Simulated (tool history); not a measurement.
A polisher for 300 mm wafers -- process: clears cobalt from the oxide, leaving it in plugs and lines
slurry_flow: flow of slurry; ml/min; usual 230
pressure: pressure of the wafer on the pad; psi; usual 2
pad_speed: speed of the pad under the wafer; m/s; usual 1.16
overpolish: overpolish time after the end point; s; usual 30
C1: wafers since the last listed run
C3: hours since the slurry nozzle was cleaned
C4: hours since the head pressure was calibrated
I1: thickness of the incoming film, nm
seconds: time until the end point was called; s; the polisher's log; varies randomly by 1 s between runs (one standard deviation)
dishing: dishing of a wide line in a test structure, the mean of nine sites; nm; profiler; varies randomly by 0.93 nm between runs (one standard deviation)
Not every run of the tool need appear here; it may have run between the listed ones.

Run 1, hour 0: usual settings but overpolish 35 s; C1 0; wafers polished on this pad 5242; C3 396.8; C4 442.7; I1 306.1. Result: seconds 58.2 s, dishing 62.9 nm.
Run 2, hour 71.6: usual settings but slurry_flow 195 ml/min; C1 758; wafers polished on this pad 6000; C3 468.4; C4 514.3; I1 306.7. Result: seconds 59.9 s, dishing 60.1 nm.
At hour 126: worn pad replaced by a new one.
At hour 169.3: head pressure recalibrated.
Run 3, hour 177: usual settings but slurry_flow 195 ml/min; C1 1053; wafers polished on this pad 519; C3 573.8; C4 7.7; I1 309.6. Result: seconds 64.8 s, dishing 60.5 nm.
At hour 184.2: slurry nozzle cleaned.
Run 4, hour 249.3: usual settings; C1 755; wafers polished on this pad 1274; C3 65.1; C4 80; I1 314.9. Result: seconds 60.3 s, dishing 62.6 nm.
Run 5, hour 331.4: usual settings but pressure 1.5 psi, overpolish 16 s; C1 869; wafers polished on this pad 2144; C3 147.2; C4 162.1; I1 313.6. Result: seconds 75.7 s, dishing 40.1 nm.
Run 6, hour 417: usual settings; C1 907; wafers polished on this pad 3051; C3 232.8; C4 247.7; I1 310.1. Result: seconds 58.8 s, dishing 59.9 nm.
Run 7, hour 498: usual settings but pad_speed 1.04 m/s; C1 858; wafers polished on this pad 3909; C3 313.8; C4 328.7; I1 306.9. Result: seconds 63.9 s, dishing 58 nm.
Run 8, hour 589: usual settings but pad_speed 1.04 m/s; C1 964; wafers polished on this pad 4874; C3 404.8; C4 419.7; I1 311.4. Result: seconds 66.2 s, dishing 58.1 nm.
Run 9, hour 676.6: usual settings but pad_speed 1.04 m/s; C1 928; wafers polished on this pad 5802; C3 492.4; C4 507.3; I1 310.1. Result: seconds 65.7 s, dishing 56.5 nm.
At hour 706.7: worn pad replaced by a new one.
At hour 713.4: head pressure recalibrated.
Run 10, hour 733.8: usual settings but pad_speed 0.92 m/s; C1 542; wafers polished on this pad 265; C3 549.6; C4 20.4; I1 311.7. Result: seconds 77.6 s, dishing 54.5 nm.
Run 11, hour 772.7: usual settings but pad_speed 0.92 m/s; C1 412; wafers polished on this pad 677; C3 588.5; C4 59.3; I1 311.1. Result: seconds 81.3 s, dishing 54.5 nm.
At hour 822.9: slurry nozzle cleaned.
Run 12, hour 880.4: usual settings but pad_speed 0.92 m/s; C1 1130; wafers polished on this pad 1808; C3 57.5; C4 167; I1 309.4. Result: seconds 73 s, dishing 55.1 nm.
Run 13, hour 933.8: usual settings but slurry_flow 175 ml/min; C1 565; wafers polished on this pad 2374; C3 110.9; C4 220.4; I1 305. Result: seconds 58.8 s, dishing 59.5 nm.
Run 14, hour 982.3: usual settings but slurry_flow 175 ml/min; C1 513; wafers polished on this pad 2888; C3 159.4; C4 268.9; I1 313.9. Result: seconds 60.1 s, dishing 59.2 nm.
Run 15, hour 1031.1: usual settings but slurry_flow 265 ml/min, overpolish 41 s; C1 517; wafers polished on this pad 3405; C3 208.2; C4 317.7; I1 309.8. Result: seconds 57.6 s, dishing 64 nm.
Run 16, hour 1107: usual settings but pressure 1.4 psi, pad_speed 0.84 m/s; C1 804; wafers polished on this pad 4209; C3 284.1; C4 393.6; I1 308.5. Result: seconds 110.1 s, dishing 45.6 nm.
At hour 1246.9: worn pad replaced by a new one.
At hour 1337.1: head pressure recalibrated.
Run 17, hour 1408.5: usual settings but slurry_flow 150 ml/min, overpolish 39 s; C1 3131; wafers polished on this pad 1691; C3 585.6; C4 71.4; I1 310.1. Result: seconds 66.2 s, dishing 62.9 nm.
Run 18, hour 1479.7: usual settings but slurry_flow 160 ml/min, overpolish 18 s; C1 754; wafers polished on this pad 2446; C3 656.8; C4 142.6; I1 305.9. Result: seconds 69.2 s, dishing 45 nm.
At hour 1487.6: slurry nozzle cleaned.
Run 19, hour 1760.1: usual settings; C1 2960; wafers polished on this pad 5406; C3 272.5; C4 423; I1 312.4. Result: seconds 58.5 s, dishing 60.1 nm.
Run 20, hour 1833.7: usual settings but slurry_flow 275 ml/min, pressure 1.6 psi, pad_speed 1 m/s; C1 779; wafers polished on this pad 6186; C3 346.1; C4 496.6; I1 303.1. Result: seconds 82.8 s, dishing 53.8 nm.
At hour 1863.6: worn pad replaced by a new one.
Run 21, hour 1869.8: usual settings but pad_speed 1.48 m/s; C1 340; wafers polished on this pad 65; C3 382.2; C4 532.7; I1 309. Result: seconds 46.2 s, dishing 63.7 nm.
At hour 1884.3: head pressure recalibrated.
Run 22, hour 1926.6: usual settings but slurry_flow 195 ml/min, pad_speed 0.92 m/s, overpolish 19 s; C1 580; wafers polished on this pad 646; C3 439; C4 42.3; I1 312.1. Result: seconds 79.6 s, dishing 43.2 nm.
Run 23, hour 2005.5: usual settings but slurry_flow 300 ml/min, pad_speed 0.86 m/s; C1 836; wafers polished on this pad 1482; C3 517.9; C4 121.2; I1 310.6. Result: seconds 79.3 s, dishing 56.1 nm.
At hour 2029.8: slurry nozzle cleaned.
Run 24, hour 2067.6: usual settings but slurry_flow 205 ml/min, pad_speed 1.48 m/s, overpolish 41 s; C1 647; wafers polished on this pad 2129; C3 37.8; C4 183.3; I1 311.5. Result: seconds 46.1 s, dishing 68 nm.
Run 25, hour 2142.9: usual settings; C1 797; wafers polished on this pad 2927; C3 113.1; C4 258.6; I1 315.6. Result: seconds 58.5 s, dishing 61 nm.
Run 26, hour 2221.9: usual settings but slurry_flow 260 ml/min, pressure 1.7 psi, pad_speed 1.46 m/s, overpolish 39 s; C1 837; wafers polished on this pad 3764; C3 192.1; C4 337.6; I1 307.8. Result: seconds 54.7 s, dishing 67 nm.
Run 27, hour 2289.5: usual settings; C1 716; wafers polished on this pad 4481; C3 259.7; C4 405.2; I1 310.8. Result: seconds 58.3 s, dishing 60.7 nm.
Run 28, hour 2382.1: usual settings but slurry_flow 305 ml/min, overpolish 42 s; C1 981; wafers polished on this pad 5462; C3 352.3; C4 497.8; I1 308.9. Result: seconds 56.1 s, dishing 66.7 nm.
Run 29, hour 2478.5: usual settings; C1 1021; wafers polished on this pad 6483; C3 448.7; C4 594.2; I1 314.1. Result: seconds 60.2 s, dishing 60.1 nm.
At hour 2519.4: worn pad replaced by a new one.
Run 30, hour 2529.4: usual settings but pad_speed 0.82 m/s, overpolish 42 s; C1 496; wafers polished on this pad 106; C3 499.6; C4 645.1; I1 308.4. Result: seconds 85.6 s, dishing 60.1 nm.
At hour 2565: slurry nozzle cleaned.
Run 31, hour 2571.7: usual settings; C1 437; wafers polished on this pad 544; C3 6.7; C4 687.4; I1 306.7. Result: seconds 58.1 s, dishing 60.5 nm.
At hour 2578.1: head pressure recalibrated.
Run 32, hour 2612.4: usual settings; C1 410; wafers polished on this pad 954; C3 47.4; C4 34.3; I1 311.6. Result: seconds 58.3 s, dishing 61.6 nm.
Run 33, hour 2700.7: usual settings; C1 935; wafers polished on this pad 1889; C3 135.7; C4 122.6; I1 313.6. Result: seconds 58.9 s, dishing 61 nm.

Below are 5 alternative next runs, each starting from the tool's condition after run 33. Predict each:
Run A, hour 2701.2: usual settings; C1 5; wafers polished on this pad 1895; C3 136.2; C4 123.1; I1 305.6. Result: seconds ?, dishing ?.
Run B, hour 2701.2: usual settings but slurry_flow 285 ml/min, pad_speed 1.3 m/s; C1 5; wafers polished on this pad 1895; C3 136.2; C4 123.1; I1 305.6. Result: seconds ?, dishing ?.
Run C, hour 2701.2: usual settings but slurry_flow 180 ml/min, pressure 2.4 psi, pad_speed 1.44 m/s; C1 5; wafers polished on this pad 1895; C3 136.2; C4 123.1; I1 305.6. Result: seconds ?, dishing ?.
Run D, hour 2701.2: usual settings but pressure 2.4 psi; C1 5; wafers polished on this pad 1895; C3 136.2; C4 123.1; I1 305.6. Result: seconds ?, dishing ?.
Run E, hour 2701.2: usual settings but slurry_flow 175 ml/min, pressure 1.6 psi; C1 5; wafers polished on this pad 1895; C3 136.2; C4 123.1; I1 305.6. Result: seconds ?, dishing ?.

run  seconds  dishing
  A       57     60.6
  B     49.7     62.8
  C     39.6     65.6
  D     47.5     63.4
  E       74     55.4
Without the tool's unlogged condition, the same runs would have read:
run  seconds  dishing
  A     56.7     60.7
  B     49.5     62.9
  C     39.3     65.6
  D     47.3     63.5
  E     73.5     55.5
